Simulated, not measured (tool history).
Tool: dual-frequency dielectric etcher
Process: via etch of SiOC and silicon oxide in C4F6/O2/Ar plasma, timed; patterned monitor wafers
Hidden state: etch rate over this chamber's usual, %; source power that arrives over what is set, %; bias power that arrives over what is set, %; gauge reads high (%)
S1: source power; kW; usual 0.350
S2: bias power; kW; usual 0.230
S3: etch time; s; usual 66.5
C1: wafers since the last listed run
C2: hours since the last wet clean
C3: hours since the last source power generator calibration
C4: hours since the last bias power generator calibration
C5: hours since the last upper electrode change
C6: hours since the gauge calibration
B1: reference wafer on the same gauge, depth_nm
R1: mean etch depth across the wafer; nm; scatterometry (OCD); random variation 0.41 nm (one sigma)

Run 1, hour 0.0: usual settings; C1 0; C2 85.7; C3 3110.0; C4 3481.0; C5 3958.6; C6 356.4; B1 68.6. Result: R1 76.3 nm.
Run 2, hour 30.6: usual settings; C1 393; C2 116.3; C3 3140.6; C4 3511.6; C5 3989.2; C6 387.0; B1 68.8. Result: R1 76.0 nm.
Run 3, hour 42.6: usual settings; C1 154; C2 128.3; C3 3152.6; C4 3523.6; C5 4001.2; C6 399.0; B1 68.9. Result: R1 76.3 nm.
Run 4, hour 73.4: usual settings but S3 74.5 s; C1 396; C2 159.1; C3 3183.4; C4 3554.4; C5 4032.0; C6 429.8; B1 68.8. Result: R1 84.9 nm.
Run 5, hour 174.3: usual settings but S3 74.5 s; C1 1298; C2 260.0; C3 3284.3; C4 3655.3; C5 4132.9; C6 530.7; B1 68.9. Result: R1 83.5 nm.
Run 6, hour 191.9: usual settings; C1 226; C2 277.6; C3 3301.9; C4 3672.9; C5 4150.5; C6 548.3; B1 68.8. Result: R1 74.0 nm.
Run 7, hour 226.0: usual settings; C1 438; C2 311.7; C3 3336.0; C4 3707.0; C5 4184.6; C6 582.4; B1 68.8. Result: R1 73.1 nm.
At hour 237.3: bias power generator calibrated.
Run 8, hour 243.2: usual settings; C1 169; C2 328.9; C3 3353.2; C4 5.9; C5 4201.8; C6 599.6; B1 68.9. Result: R1 73.4 nm.
At hour 306.6: wet clean of the chamber.
Run 9, hour 349.1: usual settings; C1 1054; C2 42.5; C3 3459.1; C4 111.8; C5 4307.7; C6 705.5; B1 68.9. Result: R1 76.8 nm.
At hour 350.3: gauge calibrated.
Run 10, hour 375.5: usual settings; C1 339; C2 68.9; C3 3485.5; C4 138.2; C5 4334.1; C6 25.2; B1 68.8. Result: R1 76.6 nm.
At hour 401.5: upper electrode replaced, of another model than before.
Run 11, hour 402.0: usual settings but S1 0.290 kW, S3 52.5 s; C1 32; C2 95.4; C3 3512.0; C4 164.7; C5 0.5; C6 51.7; B1 68.9. Result: R1 51.0 nm.
At hour 434.3: source power generator calibrated.
Run 12, hour 434.8: usual settings; C1 370; C2 128.2; C3 0.5; C4 197.5; C5 33.3; C6 84.5; B1 68.8. Result: R1 75.8 nm.
Run 13, hour 452.0: usual settings but S3 80.5 s; C1 221; C2 145.4; C3 17.7; C4 214.7; C5 50.5; C6 101.7; B1 68.7. Result: R1 90.7 nm.
Run 14, hour 469.3: usual settings but S1 0.390 kW, S2 0.189 kW, S3 47.0 s; C1 222; C2 162.7; C3 35.0; C4 232.0; C5 67.8; C6 119.0; B1 68.7. Result: R1 52.1 nm.
Run 15, hour 500.0: usual settings but S1 0.270 kW, S2 0.269 kW; C1 395; C2 193.4; C3 65.7; C4 262.7; C5 98.5; C6 149.7; B1 68.8. Result: R1 65.1 nm.
Run 16, hour 513.3: usual settings but S2 0.173 kW; C1 171; C2 206.7; C3 79.0; C4 276.0; C5 111.8; C6 163.0; B1 68.8. Result: R1 64.4 nm.
Run 17, hour 538.4: usual settings but S1 0.290 kW; C1 323; C2 231.8; C3 104.1; C4 301.1; C5 136.9; C6 188.1; B1 68.7. Result: R1 63.5 nm.
Run 18, hour 620.2: usual settings; C1 1052; C2 313.6; C3 185.9; C4 382.9; C5 218.7; C6 269.9; B1 68.9. Result: R1 74.2 nm.
Run 19, hour 648.3: usual settings but S1 0.390 kW, S2 0.190 kW, S3 52.0 s; C1 361; C2 341.7; C3 214.0; C4 411.0; C5 246.8; C6 298.0; B1 68.8. Result: R1 56.2 nm.

Forecast each of these 3 alternatives for the next run:
Run A, hour 648.7: usual settings but S1 0.280 kW; C1 5; C2 342.1; C3 214.4; C4 411.4; C5 247.2; C6 298.4; B1 ?. Result: R1 ?.
Run B, hour 648.7: usual settings but S1 0.400 kW, S2 0.250 kW, S3 47.0 s; C1 5; C2 342.1; C3 214.4; C4 411.4; C5 247.2; C6 298.4; B1 ?. Result: R1 ?.
Run C, hour 648.7: usual settings but S1 0.430 kW, S3 50.5 s; C1 5; C2 342.1; C3 214.4; C4 411.4; C5 247.2; C6 298.4; B1 ?. Result: R1 ?.

run    B1    R1
  A  68.6  60.6
  B  68.6  59.3
  C  68.6  64.1
Without the tool's hidden state the same runs would have given:
run    R1
  A  63.0
  B  61.7
  C  66.6
